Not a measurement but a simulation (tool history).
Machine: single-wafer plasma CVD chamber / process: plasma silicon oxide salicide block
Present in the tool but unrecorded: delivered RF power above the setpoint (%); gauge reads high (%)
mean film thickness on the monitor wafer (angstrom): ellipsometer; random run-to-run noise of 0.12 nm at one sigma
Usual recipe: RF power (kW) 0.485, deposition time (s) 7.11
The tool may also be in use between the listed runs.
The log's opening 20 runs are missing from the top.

run,hour,RF power (kW),deposition time (s),wafers since the last listed run,hours since the last RF generator calibration,hours since the showerhead was replaced,hours since the gauge calibration,"read-back reference wafer on the same gauge, thickness_nm",mean film thickness on the monitor wafer (angstrom)
# hour 302.3: RF generator calibrated
21,304.4,0.485,7.11,298,2.1,41.9,109.7,82.004,741.44
22,313.1,0.485,7.11,288,10.8,50.6,118.4,81.968,738.07
23,322.3,0.555,7.95,304,20,59.8,127.6,82.003,861.67
24,339.8,0.45,7.49,580,37.5,77.3,145.1,82.03,761.04
25,347.2,0.525,5.9,245,44.9,84.7,152.5,82.033,629.2
26,364.2,0.415,6.58,563,61.9,101.7,169.5,81.999,651.5
27,372.9,0.485,7.11,288,70.6,110.4,178.2,82.022,737.29
28,387.8,0.405,8.12,493,85.5,125.3,193.1,81.997,796.56
29,401.4,0.435,6.72,450,99.1,138.9,206.7,81.978,674.02
30,415.9,0.45,8.39,480,113.6,153.4,221.2,82.02,848.99
31,429.3,0.555,8.32,444,127,166.8,234.6,82.011,899.97
32,442.6,0.425,7.88,440,140.3,180.1,247.9,82.022,784.27
33,451.3,0.485,7.11,288,149,188.8,256.6,82,737.29
34,457.3,0.485,7.11,198,155,194.8,262.6,81.995,738.49
35,475.3,0.485,7.11,596,173,212.8,280.6,81.992,737.5
36,489.9,0.485,7.11,484,187.6,227.4,295.2,81.94,738.94
37,505,0.45,6.61,500,202.7,242.5,310.3,82.021,670.59
38,512.6,0.51,6.11,251,210.3,250.1,317.9,82.017,645
39,523.7,0.575,7.55,367,221.4,261.2,329,82.06,828.09
40,537.4,0.44,8.03,454,235.1,274.9,342.7,81.928,808.87
41,552.6,0.485,7.9,503,250.3,290.1,357.9,81.994,818.38
42,563.7,0.54,5.83,367,261.4,301.2,369,81.982,626.79
43,581.4,0.485,7.11,586,279.1,318.9,386.7,81.988,738.2
44,598.2,0.52,6.6,556,295.9,335.7,403.5,81.984,698.98
45,608.7,0.43,8.47,348,306.4,346.2,414,81.964,845.34

Predict each of these 3 candidate next runs independently; none follows another, all start after run 45:
A,609.1,0.485,7.11,13,306.8,346.6,414.4,?,?
B,609.1,0.44,8.39,13,306.8,346.6,414.4,?,?
C,609.1,0.455,7.65,13,306.8,346.6,414.4,?,?

run,"read-back reference wafer on the same gauge, thickness_nm",mean film thickness on the monitor wafer (angstrom)
A,82.051,739.14
B,82.051,844.89
C,82.051,778.88
With no hidden state in the tool, these same runs would have given:
run,mean film thickness on the monitor wafer (angstrom)
A,740.73
B,846.7
C,780.55
